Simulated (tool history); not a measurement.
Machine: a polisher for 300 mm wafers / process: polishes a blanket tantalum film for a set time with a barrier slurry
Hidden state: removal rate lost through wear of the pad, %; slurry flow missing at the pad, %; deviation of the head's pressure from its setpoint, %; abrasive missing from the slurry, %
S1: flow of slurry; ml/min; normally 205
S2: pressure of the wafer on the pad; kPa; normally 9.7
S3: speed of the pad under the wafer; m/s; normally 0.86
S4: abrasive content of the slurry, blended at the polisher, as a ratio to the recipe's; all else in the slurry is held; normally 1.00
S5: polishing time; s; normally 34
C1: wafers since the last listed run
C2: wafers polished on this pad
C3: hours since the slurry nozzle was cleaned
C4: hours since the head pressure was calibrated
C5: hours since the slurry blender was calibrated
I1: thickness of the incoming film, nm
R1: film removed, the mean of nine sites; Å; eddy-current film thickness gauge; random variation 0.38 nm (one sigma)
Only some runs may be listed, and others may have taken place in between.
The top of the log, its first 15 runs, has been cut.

| run | day | S1 | S2 | S3 | S4 | S5 | C1 | C2 | C3 | C4 | C5 | I1 | R1 |
|---|---|---|---|---|---|---|---|---|---|---|---|---|---|
| 16 | 7.679 | 205 | 9.7 | 0.86 | 1.00 | 26 | 88 | 106 | 214.0 | 978.3 | 22.4 | 392.6 | 234 |
| 17 | 8.308 | 205 | 9.7 | 0.86 | 1.00 | 44 | 181 | 287 | 229.1 | 993.4 | 37.5 | 393.4 | 403 |
| 18 | 8.933 | 205 | 8.3 | 0.86 | 1.00 | 34 | 179 | 467 | 244.1 | 1008.4 | 52.5 | 386.9 | 270 |
|  | 9.471 | slurry nozzle cleaned |
| 19 | 9.642 | 205 | 9.7 | 0.86 | 1.00 | 26 | 191 | 659 | 4.1 | 1025.4 | 69.5 | 388.2 | 215 |
| 20 | 10.254 | 170 | 9.7 | 0.86 | 1.00 | 34 | 176 | 835 | 18.8 | 1040.1 | 84.2 | 391.1 | 267 |
| 21 | 10.921 | 140 | 6.9 | 0.86 | 0.85 | 41 | 191 | 1027 | 34.8 | 1056.1 | 100.2 | 391.1 | 230 |
|  | 11.388 | worn pad replaced by a new one |
| 22 | 11.408 | 205 | 9.7 | 0.86 | 1.00 | 34 | 92 | 5 | 46.5 | 1067.8 | 111.9 | 389.0 | 279 |
| 23 | 11.975 | 205 | 9.7 | 0.86 | 1.00 | 34 | 163 | 168 | 60.1 | 1081.4 | 125.5 | 392.2 | 272 |
|  | 12.371 | head pressure recalibrated |
| 24 | 12.392 | 205 | 9.7 | 0.86 | 0.75 | 34 | 95 | 264 | 70.1 | 0.5 | 135.5 | 385.3 | 265 |
| 25 | 12.733 | 205 | 11.7 | 0.86 | 1.00 | 34 | 98 | 363 | 78.3 | 8.7 | 143.7 | 383.7 | 311 |
| 26 | 13.438 | 205 | 9.7 | 0.86 | 1.00 | 34 | 202 | 565 | 95.2 | 25.6 | 160.6 | 389.5 | 267 |
|  | 13.992 | slurry nozzle cleaned, repeated, since the last time left the tool worse |
| 27 | 14.183 | 250 | 13.1 | 0.86 | 1.25 | 34 | 202 | 768 | 4.6 | 43.5 | 178.5 | 396.6 | 422 |
|  | 14.812 | worn pad replaced by a new one |
| 28 | 14.833 | 205 | 9.7 | 1.00 | 1.00 | 24 | 139 | 5 | 20.2 | 59.1 | 194.1 | 390.1 | 255 |
| 29 | 15.246 | 205 | 9.7 | 0.86 | 1.00 | 34 | 118 | 124 | 30.1 | 69.0 | 204.0 | 395.8 | 312 |
| 30 | 15.896 | 205 | 9.7 | 0.60 | 1.00 | 24 | 187 | 311 | 45.7 | 84.6 | 219.6 | 391.1 | 161 |
| 31 | 16.529 | 205 | 9.7 | 0.86 | 0.80 | 38 | 182 | 493 | 60.9 | 99.8 | 234.8 | 393.9 | 339 |

Below are 3 alternative next runs, each starting from the tool's condition after run 31. Predict each:
| A | 16.546 | 205 | 9.7 | 0.86 | 1.00 | 34 | 4 | 498 | 61.3 | 100.2 | 235.2 | 388.3 | ? |
| B | 16.546 | 205 | 6.9 | 0.56 | 1.10 | 38 | 4 | 498 | 61.3 | 100.2 | 235.2 | 388.3 | ? |
| C | 16.546 | 205 | 9.7 | 0.86 | 0.75 | 45 | 4 | 498 | 61.3 | 100.2 | 235.2 | 388.3 | ? |

| run | R1 |
|---|---|
| A | 309 |
| B | 194 |
| C | 391 |
With no hidden state in the tool, these same runs would have given:
| run | R1 |
|---|---|
| A | 312 |
| B | 195 |
| C | 394 |
